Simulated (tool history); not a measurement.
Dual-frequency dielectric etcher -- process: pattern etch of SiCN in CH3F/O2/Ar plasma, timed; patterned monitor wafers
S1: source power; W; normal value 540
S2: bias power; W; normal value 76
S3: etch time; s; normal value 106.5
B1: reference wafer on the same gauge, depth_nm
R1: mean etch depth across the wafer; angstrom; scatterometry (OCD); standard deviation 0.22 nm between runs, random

{"run": 1, "hour": 0.0, "S1": 540, "S2": 76, "S3": 106.5, "B1": 39.85, "R1": 437.8}
{"run": 2, "hour": 26.9, "S1": 540, "S2": 76, "S3": 106.5, "B1": 39.76, "R1": 441.1}
{"hour": 70.5, "done": "wet clean of the chamber"}
{"run": 3, "hour": 71.0, "S1": 500, "S2": 76, "S3": 106.5, "B1": 39.81, "R1": 394.9}
{"run": 4, "hour": 81.1, "S1": 500, "S2": 76, "S3": 106.5, "B1": 39.79, "R1": 400.2}
{"run": 5, "hour": 102.7, "S1": 500, "S2": 76, "S3": 106.5, "B1": 39.77, "R1": 399.2}
{"run": 6, "hour": 200.2, "S1": 540, "S2": 76, "S3": 90, "B1": 39.86, "R1": 358.5}
{"run": 7, "hour": 227.8, "S1": 540, "S2": 76, "S3": 106.5, "B1": 39.92, "R1": 425.9}
{"run": 8, "hour": 254.8, "S1": 540, "S2": 76, "S3": 106.5, "B1": 39.8, "R1": 427.1}
{"hour": 262.4, "done": "bias power generator calibrated"}
{"hour": 272.0, "done": "source power generator calibrated"}
{"run": 9, "hour": 272.5, "S1": 540, "S2": 76, "S3": 106.5, "B1": 39.8, "R1": 427.8}
{"run": 10, "hour": 302.6, "S1": 540, "S2": 76, "S3": 106.5, "B1": 39.78, "R1": 430.3}
{"run": 11, "hour": 318.3, "S1": 430, "S2": 82, "S3": 91.5, "B1": 39.84, "R1": 329.5}
{"run": 12, "hour": 350.8, "S1": 460, "S2": 90, "S3": 86.5, "B1": 39.82, "R1": 338.2}
{"run": 13, "hour": 383.6, "S1": 540, "S2": 66, "S3": 106.5, "B1": 39.83, "R1": 407.2}
{"hour": 455.6, "done": "wet clean of the chamber"}
{"run": 14, "hour": 456.1, "S1": 540, "S2": 90, "S3": 129, "B1": 39.9, "R1": 550.7}
{"hour": 484.5, "done": "upper electrode replaced"}
{"run": 15, "hour": 485.0, "S1": 540, "S2": 76, "S3": 106.5, "B1": 39.72, "R1": 416.5}
{"run": 16, "hour": 497.3, "S1": 600, "S2": 76, "S3": 86.5, "B1": 39.7, "R1": 362.8}
{"run": 17, "hour": 522.1, "S1": 540, "S2": 76, "S3": 106.5, "B1": 39.69, "R1": 421.7}

Expected results for the next run?
{"run": 18, "hour": 541.9, "S1": 460, "S2": 70, "S3": 97, "B1": "?", "R1": "?"}

Run 18 came out at B1 39.65, R1 333.8 angstrom.
The same run, on a tool lacking any hidden state, would have yielded R1 332.2 angstrom.
